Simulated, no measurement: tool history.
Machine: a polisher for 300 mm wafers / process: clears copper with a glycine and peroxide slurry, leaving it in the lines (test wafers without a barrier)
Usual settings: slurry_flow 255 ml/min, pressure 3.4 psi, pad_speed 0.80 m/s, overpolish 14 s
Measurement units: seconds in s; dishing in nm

run,hour,slurry_flow,pressure,pad_speed,overpolish,wafers since the last listed run,wafers polished on this pad,hours since the slurry nozzle was cleaned,hours since the head pressure was calibrated,"incoming thickness of the incoming film, nm",seconds,dishing
1,0.0,255,3.4,0.80,14,0,1016,192.5,641.2,549.6,97.1,54.7
2,58.0,255,3.4,0.80,14,378,1395,250.5,699.2,553.1,97.9,55.9
# hour 87.0: worn pad replaced by a new one
3,98.8,255,3.4,0.80,14,240,77,291.3,740.0,553.8,92.4,57.1
# hour 104.3: slurry nozzle cleaned
4,168.8,255,3.4,0.80,14,450,527,64.5,810.0,558.7,94.1,58.1
5,264.8,255,3.4,0.80,14,627,1155,160.5,906.0,547.9,95.6,56.3
# hour 332.7: worn pad replaced by a new one
6,364.1,255,3.4,0.80,14,622,204,259.8,1005.3,548.4,91.1,56.5
# hour 388.3: head pressure recalibrated
7,446.4,255,3.4,0.80,14,524,729,342.1,58.1,566.0,103.6,53.5
# hour 473.4: slurry nozzle cleaned
# hour 530.2: worn pad replaced by a new one
8,530.7,255,3.4,0.80,14,517,3,57.3,142.4,551.6,95.9,53.3
9,566.8,255,3.4,0.80,8,235,238,93.4,178.5,547.9,94.7,35.2
10,607.0,255,4.5,0.66,6,262,501,133.6,218.7,544.6,95.4,26.2
11,665.8,255,3.4,0.80,14,384,885,192.4,277.5,553.6,97.6,53.4
12,718.2,190,3.4,0.80,9,342,1227,244.8,329.9,546.7,100.9,36.5
# hour 757.9: slurry nozzle cleaned
# hour 758.5: worn pad replaced by a new one
13,817.6,255,3.4,0.70,14,638,386,59.7,429.3,549.3,105.4,48.7
14,892.2,255,4.0,0.80,10,487,873,134.3,503.9,556.9,88.1,45.1
15,956.5,220,4.4,0.80,20,419,1293,198.6,568.2,554.0,85.1,76.5
# hour 1008.6: worn pad replaced by a new one
16,1041.7,170,3.4,0.80,14,530,216,283.8,653.4,556.3,101.2,56.2
# hour 1089.9: slurry nozzle cleaned
17,1122.7,220,4.4,0.80,20,522,738,32.8,734.4,550.4,84.9,78.5

The logged runs with the hidden state left out (each run's random variation unchanged):
The hidden state here: removal rate lost through wear of the pad, %; slurry flow missing at the pad, %; deviation of the head's pressure from its setpoint, %.
run,seconds,dishing
1,98.2,54.1
2,97.8,55.8
3,97.7,54.5
4,98.0,56.1
5,97.4,55.3
6,95.8,54.1
7,100.9,54.6
8,97.3,52.7
9,95.6,34.9
10,95.8,26.1
11,97.1,53.5
12,99.5,36.9
13,107.6,47.9
14,88.8,44.7
15,84.7,76.6
16,105.1,54.4
17,86.8,77.1
